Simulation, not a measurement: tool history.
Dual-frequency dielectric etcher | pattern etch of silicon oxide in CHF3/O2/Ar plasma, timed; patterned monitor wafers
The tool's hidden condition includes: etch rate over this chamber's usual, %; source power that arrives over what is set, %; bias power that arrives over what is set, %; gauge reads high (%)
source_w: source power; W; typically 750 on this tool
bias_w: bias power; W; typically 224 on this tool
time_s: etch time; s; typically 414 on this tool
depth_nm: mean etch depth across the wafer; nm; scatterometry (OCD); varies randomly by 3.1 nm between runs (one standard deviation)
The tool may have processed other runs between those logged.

run	hour	source_w	bias_w	time_s	wafers since the last listed run	hours since the last wet clean	hours since the last source power generator calibration	hours since the last bias power generator calibration	hours since the last upper electrode change	hours since the gauge calibration	read-back reference wafer on the same gauge, depth_nm	depth_nm
1	0	750	224	414	0	103.1	3424.7	4365.4	2473.4	391.4	1050.3	1000.7
2	71.5	750	224	414	377	174.6	3496.2	4436.9	2544.9	462.9	1051.1	1000.9
3	98	750	224	414	139	201.1	3522.7	4463.4	2571.4	489.4	1050.7	996.1
4	125.6	750	224	414	145	228.7	3550.3	4491	2599	517	1049.1	994.6
5	151	750	224	414	134	254.1	3575.7	4516.4	2624.4	542.4	1050.9	993.5
6	190.3	750	224	414	207	293.4	3615	4555.7	2663.7	581.7	1049.6	992.9
# hour 238.5: bias power generator calibrated
7	253.9	600	224	414	314	357	3678.6	15.4	2727.3	645.3	1049.8	898.1
8	307.7	640	209	414	284	410.8	3732.4	69.2	2781.1	699.1	1050.3	901.1
9	346.3	750	224	414	203	449.4	3771	107.8	2819.7	737.7	1050	982.4
10	395.6	640	224	414	260	498.7	3820.3	157.1	2869	787	1051.3	916.2
# hour 402.5: gauge calibrated
# hour 421.7: source power generator calibrated
11	442.3	600	206	414	225	545.4	20.6	203.8	2915.7	39.8	1050.6	868.7
# hour 519: wet clean of the chamber
# hour 522.1: upper electrode replaced
12	522.6	750	224	366.5	280	3.6	100.9	284.1	0.5	120.1	1048.5	846.3
13	548.4	750	197	414	136	29.4	126.7	309.9	26.3	145.9	1051.6	936.1
# hour 623.4: wet clean of the chamber, repeated, since the last time left the tool worse
14	744.8	750	224	414	910	121.4	323.1	506.3	222.7	342.3	1048.5	996.7

5 options for the next run, each taken on its own from the tool as it stands now. Forecast them:
A	745.3	750	224	414	2	121.9	323.6	506.8	223.2	342.8	?	?
B	745.3	650	224	295.5	2	121.9	323.6	506.8	223.2	342.8	?	?
C	745.3	750	188	475	2	121.9	323.6	506.8	223.2	342.8	?	?
D	745.3	840	224	414	2	121.9	323.6	506.8	223.2	342.8	?	?
E	745.3	590	196	414	2	121.9	323.6	506.8	223.2	342.8	?	?

run	read-back reference wafer on the same gauge, depth_nm	depth_nm
A	1048.8	997.2
B	1048.8	668.6
C	1048.8	1102.4
D	1048.8	1047.1
E	1048.8	871.5
The same runs, with their run-to-run variation unchanged, on a tool lacking any hidden condition would have given:
run	depth_nm
A	1010.5
B	677.5
C	1117.1
D	1061
E	883.1

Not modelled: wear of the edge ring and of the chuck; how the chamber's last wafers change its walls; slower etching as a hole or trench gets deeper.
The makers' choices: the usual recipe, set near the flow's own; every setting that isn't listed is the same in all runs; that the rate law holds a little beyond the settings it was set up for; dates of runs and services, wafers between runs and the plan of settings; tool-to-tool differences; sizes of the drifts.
